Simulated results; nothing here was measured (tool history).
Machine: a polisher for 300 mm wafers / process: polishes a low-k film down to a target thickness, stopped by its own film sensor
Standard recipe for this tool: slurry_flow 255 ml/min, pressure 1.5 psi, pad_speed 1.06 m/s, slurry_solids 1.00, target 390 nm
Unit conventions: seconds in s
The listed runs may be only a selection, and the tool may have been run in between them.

run,hour,slurry_flow,pressure,pad_speed,slurry_solids,target,wafers since the last listed run,wafers polished on this pad,hours since the slurry nozzle was cleaned,hours since the head pressure was calibrated,hours since the slurry blender was calibrated,hours since the conditioning disc was replaced,"incoming thickness of the incoming film, nm",seconds
1,0.0,255,1.5,1.06,1.00,386,0,1754,274.3,148.1,154.0,256.4,420.9,101.3
# hour 4.5: worn pad replaced by a new one
2,20.3,200,1.7,1.06,1.20,390,108,104,294.6,168.4,174.3,276.7,425.2,84.9
3,55.2,215,1.5,1.06,1.25,390,231,336,329.5,203.3,209.2,311.6,432.3,113.1
4,70.1,255,1.5,1.06,1.00,390,98,435,344.4,218.2,224.1,326.5,434.4,133.5
# hour 90.4: slurry blender recalibrated
5,90.9,345,1.5,0.84,0.85,390,124,559,365.2,239.0,0.5,347.3,433.1,141.8
6,105.7,325,1.5,1.28,1.00,395,98,658,380.0,253.8,15.3,362.1,433.5,83.7
7,136.6,255,1.5,1.06,1.00,378,204,863,410.9,284.7,46.2,393.0,430.1,134.9
8,152.7,180,1.5,0.72,1.00,390,106,969,427.0,300.8,62.3,409.1,434.1,174.1
# hour 161.4: slurry nozzle cleaned
9,170.8,255,1.5,1.06,1.00,390,113,1083,9.4,318.9,80.4,427.2,422.0,85.5
10,186.1,285,1.5,0.84,1.15,390,101,1184,24.7,334.2,95.7,442.5,427.5,114.4
# hour 194.9: conditioning disc replaced and pad reconditioned
11,200.3,255,1.5,1.06,1.00,390,80,1265,38.9,348.4,109.9,5.4,426.3,97.9
12,222.1,255,1.2,0.70,1.00,390,144,1410,60.7,370.2,131.7,27.2,429.6,196.5
13,245.1,255,1.9,0.76,1.00,381,152,1562,83.7,393.2,154.7,50.2,436.7,163.2
14,277.4,255,1.5,0.90,0.80,390,214,1777,116.0,425.5,187.0,82.5,435.2,169.8
# hour 283.2: worn pad replaced by a new one
15,304.6,255,1.5,1.36,1.00,390,153,141,143.2,452.7,214.2,109.7,434.3,104.1
16,339.7,255,1.4,0.90,0.75,397,232,374,178.3,487.8,249.3,144.8,440.1,185.2
# hour 357.3: slurry blender recalibrated
17,371.6,255,1.5,1.06,1.00,390,198,573,210.2,519.7,14.3,176.7,431.3,108.8
18,400.3,255,1.5,1.06,0.80,390,190,763,238.9,548.4,43.0,205.4,434.4,133.1
19,423.1,255,1.5,1.06,1.00,403,151,914,261.7,571.2,65.8,228.2,429.8,73.5
20,458.9,255,1.0,1.24,0.70,403,237,1152,297.5,607.0,101.6,264.0,429.6,123.1
21,484.3,255,1.5,1.06,1.00,390,168,1320,322.9,632.4,127.0,289.4,434.2,122.9
# hour 504.7: worn pad replaced by a new one
# hour 515.2: slurry nozzle cleaned
22,518.9,295,1.8,0.76,1.00,390,196,87,3.7,667.0,161.6,324.0,436.2,137.2
23,549.2,255,1.6,1.06,1.00,390,201,288,34.0,697.3,191.9,354.3,438.0,129.8
24,562.1,215,1.9,1.06,1.00,395,85,373,46.9,710.2,204.8,367.2,427.1,77.0
25,587.6,255,1.3,1.06,0.80,390,169,543,72.4,735.7,230.3,392.7,427.0,145.4

5 options for the next run, each taken on its own from the tool as it stands now. Forecast them:
A,588.1,170,1.5,1.06,1.00,390,3,546,72.9,736.2,230.8,393.2,424.7,?
B,588.1,255,1.5,0.74,1.25,390,3,546,72.9,736.2,230.8,393.2,424.7,?
C,588.1,185,1.5,1.06,1.00,390,3,546,72.9,736.2,230.8,393.2,424.7,?
D,588.1,230,1.5,1.26,1.00,383,3,546,72.9,736.2,230.8,393.2,424.7,?
E,588.1,255,1.2,1.28,1.00,390,3,546,72.9,736.2,230.8,393.2,424.7,?

run,seconds
A,110.4
B,122.6
C,108.8
D,110.3
E,111.9
With no hidden state in the tool, these same runs would have given:
run,seconds
A,98.4
B,110.9
C,97.0
D,98.4
E,99.8
